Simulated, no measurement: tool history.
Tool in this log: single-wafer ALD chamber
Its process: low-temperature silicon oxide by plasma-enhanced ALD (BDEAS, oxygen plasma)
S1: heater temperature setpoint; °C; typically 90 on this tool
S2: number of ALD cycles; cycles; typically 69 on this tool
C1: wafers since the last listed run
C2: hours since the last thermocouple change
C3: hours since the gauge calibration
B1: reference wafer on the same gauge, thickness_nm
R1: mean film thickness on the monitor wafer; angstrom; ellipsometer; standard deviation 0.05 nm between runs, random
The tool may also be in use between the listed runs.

Run 1, hour 0: usual settings but S1 93 °C; C1 0; C2 151.1; C3 219.1; B1 10.691. Result: R1 104.65 angstrom.
Run 2, hour 52.5: usual settings but S1 93 °C; C1 153; C2 203.6; C3 271.6; B1 10.706. Result: R1 104.34 angstrom.
Run 3, hour 135.4: usual settings but S1 83 °C, S2 65 cycles; C1 242; C2 286.5; C3 354.5; B1 10.694. Result: R1 102.79 angstrom.
Run 4, hour 185.7: usual settings but S1 83 °C, S2 65 cycles; C1 147; C2 336.8; C3 404.8; B1 10.71. Result: R1 101.84 angstrom.
Run 5, hour 300: usual settings but S2 77 cycles; C1 334; C2 451.1; C3 519.1; B1 10.694. Result: R1 118.71 angstrom.
Run 6, hour 391.8: usual settings but S2 77 cycles; C1 268; C2 542.9; C3 610.9; B1 10.709. Result: R1 120.12 angstrom.
Run 7, hour 451.2: usual settings but S1 95 °C; C1 173; C2 602.3; C3 670.3; B1 10.713. Result: R1 105.03 angstrom.
Run 8, hour 501.8: usual settings but S1 95 °C; C1 148; C2 652.9; C3 720.9; B1 10.693. Result: R1 105.89 angstrom.
Run 9, hour 556: usual settings but S1 95 °C; C1 158; C2 707.1; C3 775.1; B1 10.716. Result: R1 105.45 angstrom.
Run 10, hour 602.5: usual settings; C1 136; C2 753.6; C3 821.6; B1 10.695. Result: R1 106.73 angstrom.
Run 11, hour 674.3: usual settings; C1 210; C2 825.4; C3 893.4; B1 10.694. Result: R1 107.48 angstrom.
At hour 703.1: thermocouple changed; heater temperature recalibrated.
Run 12, hour 712.2: usual settings; C1 87; C2 9.1; C3 931.3; B1 10.69. Result: R1 104.55 angstrom.
Run 13, hour 808: usual settings; C1 280; C2 104.9; C3 1027.1; B1 10.71. Result: R1 105.67 angstrom.
Run 14, hour 862.4: usual settings; C1 159; C2 159.3; C3 1081.5; B1 10.69. Result: R1 104.97 angstrom.
Run 15, hour 930.2: usual settings; C1 198; C2 227.1; C3 1149.3; B1 10.69. Result: R1 105.84 angstrom.
Run 16, hour 970.5: usual settings; C1 117; C2 267.4; C3 1189.6; B1 10.696. Result: R1 106.37 angstrom.
Run 17, hour 1031.6: usual settings; C1 178; C2 328.5; C3 1250.7; B1 10.69. Result: R1 105.23 angstrom.
Run 18, hour 1104.7: usual settings; C1 213; C2 401.6; C3 1323.8; B1 10.704. Result: R1 105.11 angstrom.
Run 19, hour 1148.7: usual settings; C1 128; C2 445.6; C3 1367.8; B1 10.694. Result: R1 106.01 angstrom.
Run 20, hour 1219: usual settings; C1 205; C2 515.9; C3 1438.1; B1 10.704. Result: R1 106.2 angstrom.
Run 21, hour 1325.2: usual settings; C1 310; C2 622.1; C3 1544.3; B1 10.712. Result: R1 106.26 angstrom.
Run 22, hour 1365.5: usual settings; C1 117; C2 662.4; C3 1584.6; B1 10.702. Result: R1 106.93 angstrom.
At hour 1372.3: gauge calibrated.
Run 23, hour 1401.7: usual settings but S1 79 °C, S2 77 cycles; C1 105; C2 698.6; C3 29.4; B1 10.683. Result: R1 124.1 angstrom.
Run 24, hour 1452.9: usual settings but S2 61 cycles; C1 149; C2 749.8; C3 80.6; B1 10.698. Result: R1 93.98 angstrom.
Run 25, hour 1507.5: usual settings but S2 60 cycles; C1 159; C2 804.4; C3 135.2; B1 10.711. Result: R1 93.58 angstrom.
Run 26, hour 1556.5: usual settings but S1 77 °C, S2 62 cycles; C1 143; C2 853.4; C3 184.2; B1 10.68. Result: R1 101.01 angstrom.
Run 27, hour 1640.4: usual settings; C1 245; C2 937.3; C3 268.1; B1 10.689. Result: R1 107.47 angstrom.
Run 28, hour 1747.3: usual settings but S1 101 °C; C1 312; C2 1044.2; C3 375; B1 10.724. Result: R1 102.78 angstrom.
At hour 1761.1: thermocouple changed; heater temperature recalibrated.
Run 29, hour 1799: usual settings but S1 86 °C, S2 75 cycles; C1 127; C2 37.9; C3 426.7; B1 10.695. Result: R1 116.03 angstrom.
Run 30, hour 1889.7: usual settings but S1 102 °C, S2 77 cycles; C1 265; C2 128.6; C3 517.4; B1 10.692. Result: R1 113.22 angstrom.
Run 31, hour 1963.7: usual settings but S1 76 °C, S2 62 cycles; C1 216; C2 202.6; C3 591.4; B1 10.692. Result: R1 100.31 angstrom.
Run 32, hour 2067.9: usual settings; C1 304; C2 306.8; C3 695.6; B1 10.697. Result: R1 106.08 angstrom.
Run 33, hour 2154.8: usual settings; C1 254; C2 393.7; C3 782.5; B1 10.692. Result: R1 105.57 angstrom.
Run 34, hour 2210.2: usual settings but S1 79 °C; C1 162; C2 449.1; C3 837.9; B1 10.702. Result: R1 110.67 angstrom.
Run 35, hour 2297.7: usual settings; C1 256; C2 536.6; C3 925.4; B1 10.696. Result: R1 106.93 angstrom.
Run 36, hour 2354: usual settings; C1 164; C2 592.9; C3 981.7; B1 10.679. Result: R1 106.34 angstrom.
Run 37, hour 2397.1: usual settings but S1 79 °C; C1 126; C2 636; C3 1024.8; B1 10.701. Result: R1 110.55 angstrom.
Run 38, hour 2438.8: usual settings; C1 122; C2 677.7; C3 1066.5; B1 10.692. Result: R1 106.15 angstrom.
Run 39, hour 2504.2: usual settings but S1 83 °C, S2 60 cycles; C1 191; C2 743.1; C3 1131.9; B1 10.696. Result: R1 95.31 angstrom.
Run 40, hour 2595.5: usual settings but S1 95 °C, S2 82 cycles; C1 267; C2 834.4; C3 1223.2; B1 10.704. Result: R1 124.66 angstrom.
At hour 2646.2: thermocouple changed; heater temperature recalibrated.
Run 41, hour 2701.2: usual settings but S1 94 °C, S2 62 cycles; C1 285; C2 55; C3 1328.9; B1 10.7. Result: R1 93.08 angstrom.
Run 42, hour 2783.4: usual settings but S1 80 °C, S2 75 cycles; C1 240; C2 137.2; C3 1411.1; B1 10.682. Result: R1 120.28 angstrom.
Run 43, hour 2831.1: usual settings but S1 82 °C, S2 61 cycles; C1 139; C2 184.9; C3 1458.8; B1 10.699. Result: R1 96.71 angstrom.
Run 44, hour 2914.6: usual settings but S1 77 °C; C1 244; C2 268.4; C3 1542.3; B1 10.691. Result: R1 111.19 angstrom.

A few steps of R1 between consecutive runs. Split each: what settings, incoming material and random variation would produce without the hidden state, and what is left over for the hidden state, along with gauge scatter present in only one of the two compared results (measured, and without hidden state):
The hidden state here: wafer temperature above the value expected at the setpoint (K); gauge reads high (%).
Run 11 -> 12: thermocouple changed; heater temperature recalibrated. R1 -2.93 angstrom: hidden state -2.26, all else -0.67.
Run 23 -> 24: S1 79 -> 90, S2 77 -> 61. R1 -30.12 angstrom: hidden state -0.27, all else -29.85.
Run 28 -> 29: S1 101 -> 86, S2 69 -> 75, thermocouple changed; heater temperature recalibrated. R1 +13.25 angstrom: hidden state -2.3, all else +15.55.
Run 39 -> 40: S1 83 -> 95, S2 60 -> 82. R1 +29.35 angstrom: hidden state +0.8, all else +28.55.
Run 40 -> 41: S1 95 -> 94, S2 82 -> 62, thermocouple changed; heater temperature recalibrated. R1 -31.58 angstrom: hidden state -1.99, all else -29.59.
